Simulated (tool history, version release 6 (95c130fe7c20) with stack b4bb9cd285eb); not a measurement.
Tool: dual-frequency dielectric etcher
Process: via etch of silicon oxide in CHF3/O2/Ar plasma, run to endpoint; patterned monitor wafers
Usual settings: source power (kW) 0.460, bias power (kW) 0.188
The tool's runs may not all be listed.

| run | day | source power (kW) | bias power (kW) | wafers since the last listed run | hours since the last wet clean | hours since the last source power generator calibration | hours since the last bias power generator calibration | hours since the last upper electrode change | incoming incoming film thickness, nm | endpoint time (s) |
|---|---|---|---|---|---|---|---|---|---|---|
| 1 | 0.000 | 0.370 | 0.188 | 0 | 329.3 | 3787.2 | 2860.7 | 3438.8 | 737.5 | 451.7 |
| 2 | 0.671 | 0.460 | 0.176 | 88 | 345.4 | 3803.3 | 2876.8 | 3454.9 | 738.7 | 413.9 |
| 3 | 1.283 | 0.460 | 0.188 | 80 | 360.1 | 3818.0 | 2891.5 | 3469.6 | 740.8 | 403.8 |
| 4 | 2.025 | 0.460 | 0.188 | 97 | 377.9 | 3835.8 | 2909.3 | 3487.4 | 736.2 | 403.0 |
| 5 | 2.475 | 0.460 | 0.188 | 59 | 388.7 | 3846.6 | 2920.1 | 3498.2 | 739.4 | 404.2 |
| 6 | 2.971 | 0.460 | 0.188 | 65 | 400.6 | 3858.5 | 2932.0 | 3510.1 | 741.4 | 403.5 |
| 7 | 3.488 | 0.460 | 0.188 | 68 | 413.0 | 3870.9 | 2944.4 | 3522.5 | 740.0 | 403.9 |
| 8 | 3.967 | 0.460 | 0.188 | 63 | 424.5 | 3882.4 | 2955.9 | 3534.0 | 732.2 | 400.1 |
| 9 | 4.483 | 0.460 | 0.188 | 68 | 436.9 | 3894.8 | 2968.3 | 3546.4 | 739.3 | 405.0 |
|  | 4.717 | bias power generator calibrated |
| 10 | 5.192 | 0.460 | 0.188 | 71 | 453.9 | 3911.8 | 11.4 | 3563.4 | 746.7 | 406.0 |
| 11 | 5.479 | 0.460 | 0.188 | 37 | 460.8 | 3918.7 | 18.3 | 3570.3 | 745.1 | 405.3 |
| 12 | 5.850 | 0.460 | 0.188 | 48 | 469.7 | 3927.6 | 27.2 | 3579.2 | 742.3 | 404.0 |
| 13 | 6.546 | 0.460 | 0.188 | 91 | 486.4 | 3944.3 | 43.9 | 3595.9 | 741.4 | 403.5 |
|  | 7.788 | wet clean of the chamber |
| 14 | 7.808 | 0.490 | 0.167 | 34 | 0.5 | 3974.6 | 74.2 | 3626.2 | 734.2 | 405.8 |
| 15 | 7.825 | 0.490 | 0.167 | 2 | 0.9 | 3975.0 | 74.6 | 3626.6 | 744.8 | 414.4 |
| 16 | 8.250 | 0.420 | 0.154 | 56 | 11.1 | 3985.2 | 84.8 | 3636.8 | 747.7 | 459.5 |
| 17 | 8.788 | 0.510 | 0.145 | 70 | 24.0 | 3998.1 | 97.7 | 3649.7 | 741.6 | 420.6 |
| 18 | 9.233 | 0.460 | 0.188 | 58 | 34.7 | 4008.8 | 108.4 | 3660.4 | 743.9 | 411.4 |
| 19 | 9.583 | 0.460 | 0.188 | 46 | 43.1 | 4017.2 | 116.8 | 3668.8 | 734.5 | 404.7 |
| 20 | 10.267 | 0.430 | 0.160 | 90 | 59.5 | 4033.6 | 133.2 | 3685.2 | 742.1 | 445.2 |
| 21 | 10.554 | 0.570 | 0.188 | 37 | 66.4 | 4040.5 | 140.1 | 3692.1 | 742.2 | 369.7 |
| 22 | 11.192 | 0.400 | 0.201 | 84 | 81.7 | 4055.8 | 155.4 | 3707.4 | 742.1 | 429.0 |
|  | 12.250 | upper electrode replaced |
| 23 | 12.271 | 0.370 | 0.163 | 10 | 107.6 | 4081.7 | 181.3 | 0.5 | 736.8 | 474.2 |
| 24 | 12.417 | 0.460 | 0.225 | 19 | 111.1 | 4085.2 | 184.8 | 4.0 | 738.3 | 382.9 |
|  | 13.050 | source power generator calibrated |
| 25 | 13.071 | 0.530 | 0.218 | 64 | 126.8 | 0.5 | 200.5 | 19.7 | 749.1 | 369.7 |
| 26 | 13.554 | 0.500 | 0.154 | 63 | 138.4 | 12.1 | 212.1 | 31.3 | 746.9 | 419.4 |
| 27 | 13.912 | 0.460 | 0.171 | 47 | 147.0 | 20.7 | 220.7 | 39.9 | 740.2 | 420.4 |
| 28 | 14.579 | 0.460 | 0.188 | 87 | 163.0 | 36.7 | 236.7 | 55.9 | 744.7 | 409.7 |
| 29 | 15.133 | 0.410 | 0.169 | 73 | 176.3 | 50.0 | 250.0 | 69.2 | 745.5 | 448.9 |

Forecast run 30:
| 30 | 15.583 | 0.350 | 0.226 | 59 | 187.1 | 60.8 | 260.8 | 80.0 | 734.8 | ? |

endpoint time (s): 438.2
Without the tool's hidden state the same run would have given endpoint time (s) 440.3.
